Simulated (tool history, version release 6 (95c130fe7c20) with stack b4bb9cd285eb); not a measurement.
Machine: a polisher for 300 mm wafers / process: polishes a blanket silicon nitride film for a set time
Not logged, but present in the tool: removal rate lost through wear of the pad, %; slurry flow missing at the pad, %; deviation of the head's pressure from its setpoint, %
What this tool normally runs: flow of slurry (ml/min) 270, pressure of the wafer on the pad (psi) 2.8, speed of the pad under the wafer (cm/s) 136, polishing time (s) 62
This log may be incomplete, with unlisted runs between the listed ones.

run     day  flow of slurry (ml/min)  pressure of the wafer on the pad (psi)  speed of the pad under the wafer (cm/s)  polishing time (s)  wafers since the last listed run  wafers polished on this pad  hours since the slurry nozzle was cleaned  hours since the head pressure was calibrated  incoming thickness of the incoming film, nm  film removed (angstrom)
  1       0                      270                                     2.8                                      136                  62                                 0                         1993                                      345.3                                         333.2                                        716.5                     1249
  2   1.229                      270                                     2.8                                      136                  62                               440                         2433                                      374.8                                         362.7                                        732.7                     1216
  3   2.617                      270                                     2.8                                      136                  62                               496                         2930                                      408.1                                           396                                        729.4                     1231
      3.712  -- worn pad replaced by a new one
  4   3.733                      270                                     2.8                                      136                  62                               340                            6                                      434.9                                         422.8                                          718                     1158
  5    4.55                      270                                     2.8                                      136                  62                               292                          299                                      454.5                                         442.4                                        727.9                     1142
  6   6.004                      270                                     2.8                                      136                  62                               520                          819                                      489.4                                         477.3                                        719.9                     1130
  7   6.679                      270                                     2.8                                      114                  62                               241                         1061                                      505.6                                         493.5                                        733.8                      966
  8   7.183                      270                                     2.8                                      114                  62                               180                         1242                                      517.7                                         505.6                                        737.7                      966
      7.742  -- slurry nozzle cleaned
  9   7.762                      270                                     2.8                                      114                  62                               192                         1434                                        0.5                                         519.5                                        734.6                      967
      7.946  -- head pressure recalibrated
 10   8.288                      270                                     2.4                                      136                  62                               158                         1592                                       13.1                                           8.2                                        731.4                      985
 11   9.562                      270                                     2.8                                      136                  62                               456                         2049                                       43.7                                          38.8                                        725.4                     1133
 12  10.562                      270                                     2.8                                      136                  62                               358                         2407                                       67.7                                          62.8                                        724.6                     1128
 13  11.079                      330                                     2.8                                      136                  62                               185                         2592                                       80.1                                          75.2                                        731.6                     1135
 14  12.017                      330                                     2.8                                      136                  62                               335                         2928                                      102.6                                          97.7                                        726.1                     1094
 15   12.95                      270                                     3.3                                      136                  62                               334                         3262                                        125                                         120.1                                        733.4                     1295
 16  13.975                      270                                     2.5                                      136                  42                               367                         3629                                      149.6                                         144.7                                        733.5                      664
 17  14.796                      270                                     2.8                                      136                  62                               293                         3923                                      169.3                                         164.4                                        733.4                     1072
     15.338  -- worn pad replaced by a new one, repeated, since the last time left the tool worse
 18  15.358                      210                                     2.1                                      136                  62                               141                            7                                      182.8                                         177.9                                        735.9                      984
 19  16.429                      330                                     2.8                                      136                  62                               383                          391                                      208.5                                         203.6                                        720.7                     1295
 20  17.162                      220                                     2.1                                      176                  77                               262                          653                                      226.1                                         221.2                                        721.2                     1487
 21  17.875                      270                                     2.8                                      136                  62                               255                          908                                      243.2                                         238.3                                        739.6                     1260
 22  19.346                      270                                     2.8                                      154                  62                               526                         1435                                      278.5                                         273.6                                          720                     1373
 23  19.938                      270                                     2.8                                      136                  68                               211                         1647                                      292.7                                         287.8                                        737.9                     1361
 24  21.383                      270                                     2.8                                      136                  62                               517                         2165                                      327.4                                         322.5                                        731.4                     1222
 25  22.275                      300                                     2.1                                      152                  62                               319                         2484                                      348.8                                         343.9                                        734.2                     1054
 26  23.412                      335                                     2.8                                      172                  52                               407                         2891                                      376.1                                         371.2                                        723.7                     1250
 27  24.142                      270                                     2.8                                      136                  62                               261                         3152                                      393.6                                         388.7                                        719.7                     1228
       25.1  -- worn pad replaced by a new one
 28  25.467                      270                                     2.8                                      136                  62                               414                          131                                      425.4                                         420.5                                        724.8                     1299
 29  26.338                      270                                     3.7                                      136                  62                               311                          443                                      446.3                                         441.4                                          730                     1582
     27.342  -- head pressure recalibrated
 30  27.362                      270                                     2.8                                      136                  62                               337                          780                                      470.9                                           0.5                                        737.1                     1272
 31  28.404                      270                                     3.7                                       96                  74                               373                         1153                                      495.9                                          25.5                                        718.2                     1429
         29  -- slurry nozzle cleaned
 32  29.429                      335                                     2.8                                      172                  52                               352                         1505                                       10.3                                          50.1                                        720.7                     1244
 33  30.425                      340                                     3.2                                      116                  49                               356                         1862                                       34.2                                            74                                        723.7                      977
 34  30.967                      270                                     2.8                                      136                  48                               193                         2056                                       47.2                                            87                                        722.1                      973
 35  32.446                      300                                     3.6                                      136                  79                               529                         2585                                       82.7                                         122.5                                        724.5                     1970
     33.383  -- worn pad replaced by a new one
 36  33.804                      325                                     2.8                                      136                  62                               426                          151                                      115.3                                         155.1                                        732.7                     1304
 37    35.2                      270                                     2.1                                      136                  74                               499                          651                                      148.8                                         188.6                                        732.2                     1183

Each run again, without the hidden state but with its own random variation kept:
run  film removed (angstrom)
  1                     1316
  2                     1286
  3                     1306
  4                     1282
  5                     1284
  6                     1296
  7                     1115
  8                     1120
  9                     1126
 10                     1150
 11                     1330
 12                     1329
 13                     1338
 14                     1292
 15                     1532
 16                      786
 17                     1270
 18                      984
 19                     1319
 20                     1529
 21                     1304
 22                     1437
 23                     1429
 24                     1290
 25                     1115
 26                     1325
 27                     1303
 28                     1309
 29                     1615
 30                     1314
 31                     1489
 32                     1305
 33                     1029
 34                     1026
 35                     2087
 36                     1322
 37                     1223
